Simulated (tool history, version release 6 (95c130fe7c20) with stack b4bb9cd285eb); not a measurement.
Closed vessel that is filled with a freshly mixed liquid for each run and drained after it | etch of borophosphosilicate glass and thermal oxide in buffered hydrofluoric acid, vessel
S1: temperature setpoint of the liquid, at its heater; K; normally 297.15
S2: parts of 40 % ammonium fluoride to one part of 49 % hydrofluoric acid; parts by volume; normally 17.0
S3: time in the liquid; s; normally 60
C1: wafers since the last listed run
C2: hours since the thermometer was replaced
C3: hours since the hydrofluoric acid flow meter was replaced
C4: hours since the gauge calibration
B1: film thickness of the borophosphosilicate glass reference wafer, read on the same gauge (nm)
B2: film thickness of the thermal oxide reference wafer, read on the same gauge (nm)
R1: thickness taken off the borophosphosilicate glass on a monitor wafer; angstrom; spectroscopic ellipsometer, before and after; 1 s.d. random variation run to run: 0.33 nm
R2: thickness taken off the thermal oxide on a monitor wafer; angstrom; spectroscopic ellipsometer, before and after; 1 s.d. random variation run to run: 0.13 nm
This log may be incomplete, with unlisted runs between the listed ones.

run,hour,S1,S2,S3,C1,C2,C3,C4,B1,B2,R1,R2
1,0.0,297.15,17.0,60,0,1144.8,1749.3,707.4,59.95,130.01,512.1,390.1
2,29.5,297.15,18.5,60,3845,1174.3,1778.8,736.9,59.97,129.99,472.9,358.2
3,56.3,297.15,17.0,60,3493,1201.1,1805.6,763.7,60.00,130.00,511.8,387.4
4,90.0,297.15,17.0,75,4392,1234.8,1839.3,797.4,59.97,129.98,639.1,483.4
5,116.0,294.65,19.5,95,3388,1260.8,1865.3,823.4,59.98,130.02,614.9,466.0
6,139.0,292.65,10.5,30,2997,1283.8,1888.3,846.4,60.01,130.00,321.9,240.5
7,169.1,297.15,17.0,60,3923,1313.9,1918.4,876.5,59.99,129.98,510.4,383.8
8,188.1,295.15,17.0,60,2476,1332.9,1937.4,895.5,60.00,129.99,456.8,345.3
9,213.0,301.65,19.0,45,3245,1357.8,1962.3,920.4,60.00,130.01,434.9,329.9
10,240.4,297.15,17.0,60,3571,1385.2,1989.7,947.8,60.04,130.00,510.6,385.2
11,273.5,297.15,17.0,60,4314,1418.3,2022.8,980.9,60.01,130.00,501.8,385.6
12,301.3,297.15,17.0,60,3623,1446.1,2050.6,1008.7,59.99,130.02,510.4,383.3
# hour 312.6: thermometer replaced
13,322.2,301.65,14.0,60,2593,9.6,2071.5,1029.6,60.00,130.02,851.7,644.6
14,339.8,301.65,20.5,60,2293,27.2,2089.1,1047.2,59.98,129.99,585.1,444.3
15,354.5,297.15,17.0,70,1915,41.9,2103.8,1061.9,60.00,129.99,640.2,482.7
# hour 368.1: hydrofluoric acid flow meter replaced
16,370.4,297.15,15.0,60,1942,57.8,2.3,1077.8,60.01,130.00,619.5,470.6
# hour 376.3: gauge calibrated
17,396.1,294.65,14.5,45,3349,83.5,28.0,19.8,60.04,130.02,423.4,317.8
18,429.6,302.15,13.0,60,4366,117.0,61.5,53.3,59.95,129.98,934.9,701.8
19,449.6,297.15,17.0,60,2606,137.0,81.5,73.3,60.02,130.00,548.4,413.7
20,478.6,299.65,14.5,70,3779,166.0,110.5,102.3,60.05,129.99,851.6,650.6
21,515.3,297.15,17.0,60,4783,202.7,147.2,139.0,60.01,129.98,544.9,413.5
22,534.1,297.15,11.0,30,2450,221.5,166.0,157.8,60.00,130.02,418.3,315.6
23,568.8,295.65,17.0,80,4522,256.2,200.7,192.5,59.98,130.00,671.9,503.4
24,598.1,297.15,17.0,60,3818,285.5,230.0,221.8,60.02,129.99,540.7,412.4
25,618.1,297.15,17.0,30,2606,305.5,250.0,241.8,60.03,129.99,268.1,205.9

Forecast each of these 4 alternatives for the next run:
A,618.8,297.15,17.0,60,91,306.2,250.7,242.5,?,?,?,?
B,618.8,297.15,17.0,40,91,306.2,250.7,242.5,?,?,?,?
C,618.8,300.65,22.0,85,91,306.2,250.7,242.5,?,?,?,?
D,618.8,297.15,17.0,80,91,306.2,250.7,242.5,?,?,?,?

run,B1,B2,R1,R2
A,60.02,130.02,537.9,410.2
B,60.02,130.02,358.6,273.5
C,60.02,130.02,733.5,560.8
D,60.02,130.02,717.2,546.9
The same runs, with their run-to-run variation unchanged, on a tool lacking any hidden condition would have given:
run,R1,R2
A,553.0,421.8
B,368.6,281.2
C,753.7,576.4
D,737.3,562.4
